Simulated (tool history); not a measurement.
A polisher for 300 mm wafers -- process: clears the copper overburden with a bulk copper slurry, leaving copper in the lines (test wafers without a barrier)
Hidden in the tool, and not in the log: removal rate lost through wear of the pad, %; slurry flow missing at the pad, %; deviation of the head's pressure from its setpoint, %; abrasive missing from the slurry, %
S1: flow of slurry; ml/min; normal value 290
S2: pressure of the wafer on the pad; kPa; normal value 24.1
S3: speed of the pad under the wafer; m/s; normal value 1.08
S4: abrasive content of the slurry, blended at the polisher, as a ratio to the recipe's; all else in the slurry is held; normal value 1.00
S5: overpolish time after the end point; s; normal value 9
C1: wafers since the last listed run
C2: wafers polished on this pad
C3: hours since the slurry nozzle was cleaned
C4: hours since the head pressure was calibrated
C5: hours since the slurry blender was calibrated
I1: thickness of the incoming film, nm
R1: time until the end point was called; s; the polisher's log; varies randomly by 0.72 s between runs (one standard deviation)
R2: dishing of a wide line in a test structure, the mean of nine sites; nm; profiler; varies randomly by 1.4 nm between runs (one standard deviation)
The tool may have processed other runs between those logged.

run,hour,S1,S2,S3,S4,S5,C1,C2,C3,C4,C5,I1,R1,R2
1,0.0,290,24.1,1.08,1.00,9,0,200,19.4,217.0,94.3,862.3,77.2,59.8
2,7.5,290,24.1,1.08,1.00,9,51,251,26.9,224.5,101.8,860.5,77.5,61.0
3,18.4,290,24.1,1.08,1.00,9,74,326,37.8,235.4,112.7,844.8,75.6,62.6
4,29.8,235,24.1,1.08,1.00,9,77,403,49.2,246.8,124.1,842.2,77.4,61.4
5,47.6,235,24.1,1.08,1.00,9,121,525,67.0,264.6,141.9,858.1,79.1,60.4
6,54.4,290,24.1,1.08,1.00,13,46,571,73.8,271.4,148.7,872.1,81.0,80.8
7,70.5,290,24.1,1.08,1.00,13,109,681,89.9,287.5,164.8,858.0,78.5,79.6
8,85.1,290,24.1,1.08,1.00,9,99,781,104.5,302.1,179.4,871.0,79.9,59.3
9,99.5,290,24.1,1.08,1.00,9,98,879,118.9,316.5,193.8,844.2,78.8,62.0
10,114.9,290,24.1,1.08,1.00,9,105,984,134.3,331.9,209.2,862.0,81.5,58.2
11,129.9,330,19.3,1.08,1.00,9,102,1087,149.3,346.9,224.2,859.6,100.9,47.6
12,136.2,290,24.1,1.08,0.85,9,43,1130,155.6,353.2,230.5,859.1,84.4,56.2
13,148.2,290,24.1,1.42,0.85,9,81,1212,167.6,365.2,242.5,864.9,71.5,64.9
14,154.4,290,24.1,1.08,1.00,14,42,1254,173.8,371.4,248.7,865.4,84.5,79.6
# hour 165.8: slurry blender recalibrated
15,168.4,290,31.7,1.08,1.00,9,81,1336,187.8,385.4,2.6,872.0,58.1,75.1
16,179.5,245,24.1,1.28,1.00,5,75,1412,198.9,396.5,13.7,864.1,68.5,39.4
# hour 187.9: worn pad replaced by a new one
# hour 190.2: head pressure recalibrated
17,190.7,290,24.1,1.08,1.00,9,35,5,210.1,0.5,24.9,854.4,76.3,59.4
18,206.1,345,15.9,1.08,1.25,4,105,110,225.5,15.9,40.3,860.6,109.8,22.9
19,215.8,290,24.1,1.08,1.00,9,66,176,235.2,25.6,50.0,858.9,76.8,62.7
# hour 224.4: slurry nozzle cleaned
20,229.6,290,24.1,1.08,0.80,5,87,264,5.2,39.4,63.8,869.7,84.5,37.2
21,239.4,200,24.1,1.08,0.70,4,66,331,15.0,49.2,73.6,854.6,89.0,27.6
22,291.3,350,24.1,1.08,1.00,6,354,685,66.9,101.1,125.5,862.5,76.7,44.0
23,299.5,245,24.1,1.08,1.20,9,55,741,75.1,109.3,133.7,869.5,75.3,61.5
24,316.2,290,24.1,1.08,1.00,9,114,855,91.8,126.0,150.4,857.2,80.3,63.0

Predict each of these 5 candidate next runs independently; none follows another, all start after run 24:
A,316.7,290,24.1,1.08,1.00,9,3,858,92.3,126.5,150.9,869.1,?,?
B,316.7,225,24.1,0.96,1.00,11,3,858,92.3,126.5,150.9,869.1,?,?
C,316.7,250,22.1,1.08,0.85,6,3,858,92.3,126.5,150.9,869.1,?,?
D,316.7,290,19.3,1.08,1.20,5,3,858,92.3,126.5,150.9,869.1,?,?
E,316.7,290,24.1,1.30,1.00,9,3,858,92.3,126.5,150.9,869.1,?,?

run,R1,R2
A,80.4,62.3
B,89.3,67.0
C,93.6,39.2
D,95.4,32.7
E,70.4,68.9
Without the tool's hidden state the same runs would have given:
run,R1,R2
A,77.4,64.2
B,85.9,69.0
C,90.1,40.5
D,91.7,33.9
E,67.7,70.9
